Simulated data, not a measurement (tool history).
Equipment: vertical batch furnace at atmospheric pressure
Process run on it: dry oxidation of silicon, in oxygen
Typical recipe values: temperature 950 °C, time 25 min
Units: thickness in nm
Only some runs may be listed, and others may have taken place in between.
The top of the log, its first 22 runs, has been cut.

run     day  temperature  time  read-back reference wafer on the same gauge, thickness  thickness
     13.121  -- thermocouples replaced and temperature profile calibrated
 23  13.142          950    25                                                   40.04      48.69
 24  13.325          933    16                                                   40.03      44.88
 25  13.604          950    25                                                   40.04      48.72
 26  13.867          950    25                                                   40.02      48.71
 27    14.6          950    25                                                   40.01      48.59
 28  15.179          933  16.5                                                   39.95      44.93
     16.238  -- boat lift adjusted
 29  16.258          950    25                                                   39.98      48.56
 30  17.058          969  13.5                                                   39.96         46
 31  17.779          963  32.5                                                   39.92      52.45
 32  18.367          950    25                                                   39.92       48.7
 33  20.558          974  34.5                                                   39.83      54.25
 34  21.296          950    25                                                   39.79      48.27
 35  21.821          929    18                                                   39.73      44.85
 36  22.379          927  21.5                                                   39.68      45.43
 37  22.925          965  30.5                                                   39.68      51.59
 38  23.667          965    33                                                   39.62      52.55

The next listed run, before its measurement:
 39  23.95          963  13.5                                                       ?          ?

{"run 39": {"read-back reference wafer on the same gauge, thickness": 39.59, "thickness": 45.27}}
If the tool had no hidden condition, the same run with the same run-to-run variation would have returned thickness 45.72 nm.
